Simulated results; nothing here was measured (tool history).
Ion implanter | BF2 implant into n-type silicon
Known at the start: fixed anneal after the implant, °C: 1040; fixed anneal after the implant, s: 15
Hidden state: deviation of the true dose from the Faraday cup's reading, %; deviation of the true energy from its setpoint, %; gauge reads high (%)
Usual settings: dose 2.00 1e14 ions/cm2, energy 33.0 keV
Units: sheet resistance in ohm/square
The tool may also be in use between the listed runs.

run    hour  dose  energy  wafers since the last listed run  hours since the last dose calibration  hours since the extraction supply was calibrated  hours since the gauge calibration  read-back reference wafer on the same gauge, sheet resistance  sheet resistance
  1     0.0  2.00    33.0                                 0                                  437.3                                            1086.7                             3403.3                                                         632.66            549.11
  2    97.8  2.00    41.5                               900                                  535.1                                            1184.5                             3501.1                                                         632.61            535.29
  3   158.5  2.29    33.0                               558                                  595.8                                            1245.2                             3561.8                                                         633.60            490.38
  4   376.3  2.29    33.0                              2004                                  813.6                                            1463.0                             3779.6                                                         632.49            491.86
  5   455.9  2.00    33.0                               732                                  893.2                                            1542.6                             3859.2                                                         632.85            550.67
  6   538.9  2.00    33.0                               763                                  976.2                                            1625.6                             3942.2                                                         632.77            549.52
  7   627.9  2.00    33.0                               819                                 1065.2                                            1714.6                             4031.2                                                         633.14            549.10
  8   685.9  2.00    33.0                               533                                 1123.2                                            1772.6                             4089.2                                                         633.36            548.21
      827.1  -- Faraday cup replaced and dose calibrated
  9   876.2  2.00    33.0                              1677                                   49.1                                            1962.9                             4279.5                                                         632.49            546.35
      890.8  -- gauge calibrated
 10   958.5  2.00    33.0                               757                                  131.4                                            2045.2                               67.7                                                         633.28            547.89
 11  1059.2  2.00    33.0                               926                                  232.1                                            2145.9                              168.4                                                         633.14            546.02
 12  1164.4  2.00    33.0                               968                                  337.3                                            2251.1                              273.6                                                         634.23            547.68
 13  1263.0  1.70    37.0                               907                                  435.9                                            2349.7                              372.2                                                         632.96            619.56
 14  1543.2  2.16    33.0                              2578                                  716.1                                            2629.9                              652.4                                                         632.94            511.02
 15  1648.6  2.41    44.5                               970                                  821.5                                            2735.3                              757.8                                                         632.14            455.49
 16  1703.9  2.00    33.0                               508                                  876.8                                            2790.6                              813.1                                                         633.62            549.23
 17  1769.6  1.66    44.0                               604                                  942.5                                            2856.3                              878.8                                                         632.59            617.16
 18  1830.5  1.69    40.5                               560                                 1003.4                                            2917.2                              939.7                                                         632.63            616.62
 19  1904.7  2.00    33.0                               682                                 1077.6                                            2991.4                             1013.9                                                         632.69            547.71
 20  1961.0  1.70    37.0                               518                                 1133.9                                            3047.7                             1070.2                                                         632.92            619.68
 21  2044.2  2.56    24.5                               765                                 1217.1                                            3130.9                             1153.4                                                         633.48            460.76
 22  2098.5  2.32    26.0                               499                                 1271.4                                            3185.2                             1207.7                                                         633.47            498.65
 23  2166.9  2.00    33.0                               629                                 1339.8                                            3253.6                             1276.1                                                         632.77            548.31
     2178.4  -- Faraday cup replaced and dose calibrated
 24  2223.7  1.72    37.5                               449                                   45.3                                            3310.4                             1332.9                                                         632.80            612.42
     2245.9  -- extraction supply calibrated
 25  2412.5  1.75    30.0                              1664                                  234.1                                             166.6                             1521.7                                                         633.09            620.89
 26  2477.3  1.57    37.0                               596                                  298.9                                             231.4                             1586.5                                                         632.50            660.52
 27  2581.3  1.74    33.0                               957                                  402.9                                             335.4                             1690.5                                                         633.29            614.92
 28  2651.2  2.00    33.0                               643                                  472.8                                             405.3                             1760.4                                                         632.06            549.98
 29  2688.9  2.49    40.5                               346                                  510.5                                             443.0                             1798.1                                                         633.83            444.75
 30  2765.6  1.74    44.5                               705                                  587.2                                             519.7                             1874.8                                                         632.84            590.67
 31  2827.8  2.00    33.0                               572                                  649.4                                             581.9                             1937.0                                                         633.38            547.91
 32  2874.7  1.54    26.5                               431                                  696.3                                             628.8                             1983.9                                                         632.27            699.22
 33  2942.6  2.26    37.5                               624                                  764.2                                             696.7                             2051.8                                                         632.93            488.43
 34  3015.6  1.76    26.5                               671                                  837.2                                             769.7                             2124.8                                                         633.12            625.17
 35  3097.6  2.40    33.0                               754                                  919.2                                             851.7                             2206.8                                                         633.41            472.31
 36  3202.3  1.74    43.5                               963                                 1023.9                                             956.4                             2311.5                                                         632.73            594.64

Hidden state at the last listed run before each entry between runs and at the first one after, where it differs:
Between runs 8 and 9: Faraday cup replaced and dose calibrated (hour 827.1)
  no hidden state differs between the two runs
Between runs 9 and 10: gauge calibrated (hour 890.8)
  no hidden state differs between the two runs
Between runs 23 and 24: Faraday cup replaced and dose calibrated (hour 2178.4)
  no hidden state differs between the two runs
Between runs 24 and 25: extraction supply calibrated (hour 2245.9)
  no hidden state differs between the two runs
